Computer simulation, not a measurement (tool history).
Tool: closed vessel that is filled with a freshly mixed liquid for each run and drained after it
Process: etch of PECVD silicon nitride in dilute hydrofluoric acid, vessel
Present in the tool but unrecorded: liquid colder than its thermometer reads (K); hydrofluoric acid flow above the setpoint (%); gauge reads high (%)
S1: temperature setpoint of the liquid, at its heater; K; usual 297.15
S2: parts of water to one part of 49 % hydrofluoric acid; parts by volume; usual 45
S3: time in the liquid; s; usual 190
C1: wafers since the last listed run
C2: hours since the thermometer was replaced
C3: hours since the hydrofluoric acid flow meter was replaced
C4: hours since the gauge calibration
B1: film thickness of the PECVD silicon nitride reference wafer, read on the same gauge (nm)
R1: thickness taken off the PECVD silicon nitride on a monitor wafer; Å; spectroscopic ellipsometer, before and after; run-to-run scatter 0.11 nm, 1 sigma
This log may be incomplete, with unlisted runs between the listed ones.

| run | hour | S1 | S2 | S3 | C1 | C2 | C3 | C4 | B1 | R1 |
|---|---|---|---|---|---|---|---|---|---|---|
| 1 | 0.0 | 297.15 | 45 | 190 | 0 | 419.3 | 1711.2 | 1540.2 | 120.00 | 211.7 |
| 2 | 95.6 | 297.15 | 45 | 190 | 7263 | 514.9 | 1806.8 | 1635.8 | 120.00 | 213.8 |
| 3 | 140.2 | 297.15 | 45 | 190 | 3388 | 559.5 | 1851.4 | 1680.4 | 120.02 | 212.5 |
|  | 144.8 | gauge calibrated |
| 4 | 222.8 | 297.15 | 45 | 190 | 6275 | 642.1 | 1934.0 | 78.0 | 119.99 | 211.1 |
| 5 | 295.2 | 294.65 | 45 | 190 | 5500 | 714.5 | 2006.4 | 150.4 | 120.01 | 176.1 |
|  | 330.5 | thermometer replaced |
| 6 | 364.9 | 294.65 | 45 | 190 | 5219 | 34.4 | 2076.1 | 220.1 | 119.95 | 188.5 |
| 7 | 460.3 | 297.15 | 45 | 190 | 7248 | 129.8 | 2171.5 | 315.5 | 120.00 | 221.3 |
| 8 | 503.8 | 297.15 | 30 | 190 | 3304 | 173.3 | 2215.0 | 359.0 | 120.01 | 326.6 |
| 9 | 591.9 | 297.15 | 30 | 190 | 6693 | 261.4 | 2303.1 | 447.1 | 119.99 | 323.5 |
| 10 | 662.8 | 297.15 | 45 | 190 | 5386 | 332.3 | 2374.0 | 518.0 | 120.00 | 215.6 |
| 11 | 745.8 | 297.15 | 45 | 190 | 6306 | 415.3 | 2457.0 | 601.0 | 120.02 | 216.6 |
|  | 757.1 | hydrofluoric acid flow meter replaced |
| 12 | 825.1 | 297.15 | 45 | 190 | 5948 | 494.6 | 68.0 | 680.3 | 120.04 | 209.1 |
| 13 | 929.7 | 299.65 | 30 | 285 | 7947 | 599.2 | 172.6 | 784.9 | 120.02 | 544.6 |
| 14 | 992.0 | 297.15 | 45 | 190 | 4733 | 661.5 | 234.9 | 847.2 | 120.02 | 204.5 |
| 15 | 1035.5 | 297.15 | 60 | 190 | 3304 | 705.0 | 278.4 | 890.7 | 119.98 | 155.2 |
|  | 1093.5 | thermometer replaced |
| 16 | 1126.4 | 299.15 | 60 | 270 | 6830 | 32.9 | 369.3 | 981.6 | 119.96 | 268.9 |
| 17 | 1180.3 | 297.15 | 60 | 140 | 4095 | 86.8 | 423.2 | 1035.5 | 120.00 | 120.0 |
| 18 | 1235.5 | 297.15 | 25 | 100 | 4193 | 142.0 | 478.4 | 1090.7 | 120.04 | 202.4 |
| 19 | 1275.6 | 297.15 | 45 | 190 | 3046 | 182.1 | 518.5 | 1130.8 | 120.01 | 216.4 |
| 20 | 1380.1 | 302.15 | 60 | 85 | 7939 | 286.6 | 623.0 | 1235.3 | 120.01 | 100.6 |
| 21 | 1419.7 | 295.15 | 45 | 190 | 3008 | 326.2 | 662.6 | 1274.9 | 120.00 | 186.5 |
| 22 | 1517.7 | 297.15 | 45 | 90 | 7445 | 424.2 | 760.6 | 1372.9 | 119.99 | 100.3 |
| 23 | 1604.7 | 297.15 | 45 | 145 | 6609 | 511.2 | 847.6 | 1459.9 | 119.98 | 162.0 |
| 24 | 1642.0 | 297.15 | 30 | 255 | 2833 | 548.5 | 884.9 | 1497.2 | 120.01 | 417.0 |
| 25 | 1749.7 | 301.65 | 60 | 150 | 8182 | 656.2 | 992.6 | 1604.9 | 119.99 | 167.4 |
| 26 | 1843.4 | 297.15 | 45 | 150 | 7118 | 749.9 | 1086.3 | 1698.6 | 119.99 | 164.4 |
| 27 | 1919.0 | 297.15 | 45 | 190 | 5743 | 825.5 | 1161.9 | 1774.2 | 119.98 | 207.1 |
|  | 1981.0 | gauge calibrated |
| 28 | 2005.0 | 292.65 | 45 | 190 | 6533 | 911.5 | 1247.9 | 24.0 | 120.01 | 149.6 |
|  | 2028.7 | thermometer replaced |
| 29 | 2091.9 | 292.15 | 25 | 300 | 6526 | 63.2 | 1334.8 | 110.9 | 119.99 | 429.9 |
| 30 | 2143.5 | 293.65 | 55 | 305 | 3920 | 114.8 | 1386.4 | 162.5 | 120.03 | 227.2 |
| 31 | 2191.0 | 301.15 | 65 | 285 | 3608 | 162.3 | 1433.9 | 210.0 | 120.00 | 295.5 |

5 ways to go on from here, each from the tool as it stands after run 31. What would each give?
| A | 2191.7 | 297.15 | 45 | 105 | 53 | 163.0 | 1434.6 | 210.7 | ? | ? |
| B | 2191.7 | 294.15 | 45 | 265 | 53 | 163.0 | 1434.6 | 210.7 | ? | ? |
| C | 2191.7 | 295.15 | 55 | 250 | 53 | 163.0 | 1434.6 | 210.7 | ? | ? |
| D | 2191.7 | 299.15 | 60 | 155 | 53 | 163.0 | 1434.6 | 210.7 | ? | ? |
| E | 2191.7 | 295.15 | 30 | 190 | 53 | 163.0 | 1434.6 | 210.7 | ? | ? |

| run | B1 | R1 |
|---|---|---|
| A | 119.98 | 121.1 |
| B | 119.98 | 248.8 |
| C | 119.98 | 206.8 |
| D | 119.98 | 154.1 |
| E | 119.98 | 283.1 |
With the hidden condition removed and each run's random variation left untouched, the same runs would have given:
| run | R1 |
|---|---|
| A | 121.3 |
| B | 249.4 |
| C | 207.2 |
| D | 154.3 |
| E | 283.8 |

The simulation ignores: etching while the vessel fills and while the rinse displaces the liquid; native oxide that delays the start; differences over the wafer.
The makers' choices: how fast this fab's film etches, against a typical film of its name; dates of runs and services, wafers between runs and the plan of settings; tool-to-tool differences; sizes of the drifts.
